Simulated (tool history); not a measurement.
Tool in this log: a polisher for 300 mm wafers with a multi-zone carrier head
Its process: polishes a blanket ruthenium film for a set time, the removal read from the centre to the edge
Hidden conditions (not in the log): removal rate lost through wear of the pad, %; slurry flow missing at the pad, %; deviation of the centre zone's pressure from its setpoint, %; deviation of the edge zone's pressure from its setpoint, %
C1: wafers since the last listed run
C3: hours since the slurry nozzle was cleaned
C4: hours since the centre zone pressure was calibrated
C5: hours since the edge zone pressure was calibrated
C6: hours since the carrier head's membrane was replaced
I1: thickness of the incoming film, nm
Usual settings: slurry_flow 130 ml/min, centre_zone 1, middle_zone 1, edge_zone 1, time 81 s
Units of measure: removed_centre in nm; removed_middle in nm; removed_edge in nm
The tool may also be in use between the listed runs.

run 1 hour=0 | slurry_flow=130 centre_zone=1 middle_zone=0.95 edge_zone=0.96 time=81 | C1=0 wafers_polished_on_this_pad=56 C3=6.7 C4=1010.9 C5=700.6 C6=969.3 | I1=583.9 | removed_centre=81 removed_middle=77.7 removed_edge=79.8
run 2 hour=9.6 | slurry_flow=130 centre_zone=1 middle_zone=0.95 edge_zone=0.96 time=81 | C1=121 wafers_polished_on_this_pad=177 C3=16.3 C4=1020.5 C5=710.2 C6=978.9 | I1=590.9 | removed_centre=75.8 removed_middle=72.7 removed_edge=75.1
run 3 hour=22.1 | slurry_flow=130 centre_zone=1 middle_zone=1 edge_zone=1 time=81 | C1=157 wafers_polished_on_this_pad=334 C3=28.8 C4=1033 C5=722.7 C6=991.4 | I1=571.7 | removed_centre=72.1 removed_middle=73.5 removed_edge=74.9
run 4 hour=29.7 | slurry_flow=130 centre_zone=1 middle_zone=1 edge_zone=1 time=81 | C1=95 wafers_polished_on_this_pad=430 C3=36.4 C4=1040.6 C5=730.3 C6=999 | I1=576.5 | removed_centre=73.1 removed_middle=72.3 removed_edge=72.4
-- hour=45.5 worn pad replaced by a new one
run 5 hour=46 | slurry_flow=130 centre_zone=1 middle_zone=1 edge_zone=1 time=81 | C1=155 wafers_polished_on_this_pad=6 C3=52.7 C4=1056.9 C5=746.6 C6=1015.3 | I1=581.9 | removed_centre=80.5 removed_middle=80.2 removed_edge=81.6
run 6 hour=50.5 | slurry_flow=130 centre_zone=1 middle_zone=1 edge_zone=1 time=81 | C1=56 wafers_polished_on_this_pad=63 C3=57.2 C4=1061.4 C5=751.1 C6=1019.8 | I1=580.1 | removed_centre=75.2 removed_middle=76 removed_edge=77.6
run 7 hour=64.5 | slurry_flow=130 centre_zone=1 middle_zone=1 edge_zone=1 time=81 | C1=176 wafers_polished_on_this_pad=239 C3=71.2 C4=1075.4 C5=765.1 C6=1033.8 | I1=573 | removed_centre=71.9 removed_middle=69.7 removed_edge=73.6
run 8 hour=79.9 | slurry_flow=130 centre_zone=1 middle_zone=1 edge_zone=1 time=81 | C1=194 wafers_polished_on_this_pad=434 C3=86.6 C4=1090.8 C5=780.5 C6=1049.2 | I1=585.8 | removed_centre=70.5 removed_middle=68.5 removed_edge=71.4
-- hour=96.1 worn pad replaced by a new one
run 9 hour=96.6 | slurry_flow=130 centre_zone=1 middle_zone=1 edge_zone=1 time=66 | C1=160 wafers_polished_on_this_pad=6 C3=103.3 C4=1107.5 C5=797.2 C6=1065.9 | I1=575.2 | removed_centre=61.2 removed_middle=61.5 removed_edge=63.5
run 10 hour=109.9 | slurry_flow=130 centre_zone=1 middle_zone=1 edge_zone=0.95 time=81 | C1=167 wafers_polished_on_this_pad=173 C3=116.6 C4=1120.8 C5=810.5 C6=1079.2 | I1=578.6 | removed_centre=70.9 removed_middle=70.2 removed_edge=71.9
-- hour=134.3 carrier head's membrane replaced by a new one
-- hour=140.7 worn pad replaced by a new one
-- hour=142.3 centre zone pressure recalibrated
-- hour=157 edge zone pressure recalibrated
run 11 hour=157.5 | slurry_flow=145 centre_zone=1 middle_zone=1.05 edge_zone=1 time=81 | C1=440 wafers_polished_on_this_pad=166 C3=164.2 C4=15.2 C5=0.5 C6=23.2 | I1=585.9 | removed_centre=72.9 removed_middle=74.3 removed_edge=75.2
run 12 hour=166.4 | slurry_flow=130 centre_zone=1.09 middle_zone=0.9 edge_zone=1 time=81 | C1=112 wafers_polished_on_this_pad=278 C3=173.1 C4=24.1 C5=9.4 C6=32.1 | I1=581.9 | removed_centre=72.2 removed_middle=63.6 removed_edge=71.4
-- hour=170.4 slurry nozzle cleaned
run 13 hour=173.6 | slurry_flow=130 centre_zone=1 middle_zone=1.09 edge_zone=1 time=81 | C1=78 wafers_polished_on_this_pad=356 C3=3.2 C4=31.3 C5=16.6 C6=39.3 | I1=585.6 | removed_centre=74.7 removed_middle=79.2 removed_edge=74.5
run 14 hour=182.4 | slurry_flow=115 centre_zone=0.9 middle_zone=1 edge_zone=1 time=81 | C1=110 wafers_polished_on_this_pad=467 C3=12 C4=40.1 C5=25.4 C6=48.1 | I1=582.4 | removed_centre=62.5 removed_middle=68.3 removed_edge=70.6
-- hour=191.6 worn pad replaced by a new one
run 15 hour=198.7 | slurry_flow=130 centre_zone=1 middle_zone=0.95 edge_zone=1 time=65 | C1=155 wafers_polished_on_this_pad=89 C3=28.3 C4=56.4 C5=41.7 C6=64.4 | I1=585.2 | removed_centre=61.1 removed_middle=59.7 removed_edge=61.5
run 16 hour=214.9 | slurry_flow=130 centre_zone=1 middle_zone=1.07 edge_zone=1 time=81 | C1=204 wafers_polished_on_this_pad=293 C3=44.5 C4=72.6 C5=57.9 C6=80.6 | I1=574.6 | removed_centre=71.6 removed_middle=72.1 removed_edge=72.8
run 17 hour=224.2 | slurry_flow=115 centre_zone=1.05 middle_zone=1.06 edge_zone=1 time=72 | C1=117 wafers_polished_on_this_pad=411 C3=53.8 C4=81.9 C5=67.2 C6=89.9 | I1=579.8 | removed_centre=61 removed_middle=60.9 removed_edge=61.7
-- hour=245.4 worn pad replaced by a new one
run 18 hour=245.9 | slurry_flow=130 centre_zone=1 middle_zone=1.07 edge_zone=1 time=81 | C1=223 wafers_polished_on_this_pad=5 C3=75.5 C4=103.6 C5=88.9 C6=111.6 | I1=576.6 | removed_centre=74.9 removed_middle=75.9 removed_edge=74.7

5 options for the next run, each taken on its own from the tool as it stands now. Forecast them:
run A hour=246.3 | slurry_flow=130 centre_zone=1 middle_zone=1 edge_zone=1 time=81 | C1=5 wafers_polished_on_this_pad=10 C3=75.9 C4=104 C5=89.3 C6=112 | I1=582.7 | removed_centre=? removed_middle=? removed_edge=?
run B hour=246.3 | slurry_flow=105 centre_zone=1 middle_zone=1.09 edge_zone=1.1 time=91 | C1=5 wafers_polished_on_this_pad=10 C3=75.9 C4=104 C5=89.3 C6=112 | I1=582.7 | removed_centre=? removed_middle=? removed_edge=?
run C hour=246.3 | slurry_flow=130 centre_zone=0.9 middle_zone=1 edge_zone=0.95 time=81 | C1=5 wafers_polished_on_this_pad=10 C3=75.9 C4=104 C5=89.3 C6=112 | I1=582.7 | removed_centre=? removed_middle=? removed_edge=?
run D hour=246.3 | slurry_flow=130 centre_zone=1 middle_zone=1 edge_zone=0.91 time=81 | C1=5 wafers_polished_on_this_pad=10 C3=75.9 C4=104 C5=89.3 C6=112 | I1=582.7 | removed_centre=? removed_middle=? removed_edge=?
run E hour=246.3 | slurry_flow=105 centre_zone=0.91 middle_zone=0.94 edge_zone=1 time=81 | C1=5 wafers_polished_on_this_pad=10 C3=75.9 C4=104 C5=89.3 C6=112 | I1=582.7 | removed_centre=? removed_middle=? removed_edge=?

run=A removed_centre=72.4 removed_middle=73.9 removed_edge=75.2
run=B removed_centre=73.7 removed_middle=81.3 removed_edge=83.8
run=C removed_centre=66 removed_middle=73.9 removed_edge=73.4
run=D removed_centre=72.4 removed_middle=73.9 removed_edge=71.9
run=E removed_centre=60.3 removed_middle=65 removed_edge=71.3
Take away the tool's hidden state, keep each run's random variation, and the runs would have read:
run=A removed_centre=85.4 removed_middle=85.7 removed_edge=84.2
run=B removed_centre=89.8 removed_middle=96.8 removed_edge=95.2
run=C removed_centre=77.8 removed_middle=85.7 removed_edge=82.2
run=D removed_centre=85.4 removed_middle=85.7 removed_edge=80.5
run=E removed_centre=73.5 removed_middle=77.4 removed_edge=81

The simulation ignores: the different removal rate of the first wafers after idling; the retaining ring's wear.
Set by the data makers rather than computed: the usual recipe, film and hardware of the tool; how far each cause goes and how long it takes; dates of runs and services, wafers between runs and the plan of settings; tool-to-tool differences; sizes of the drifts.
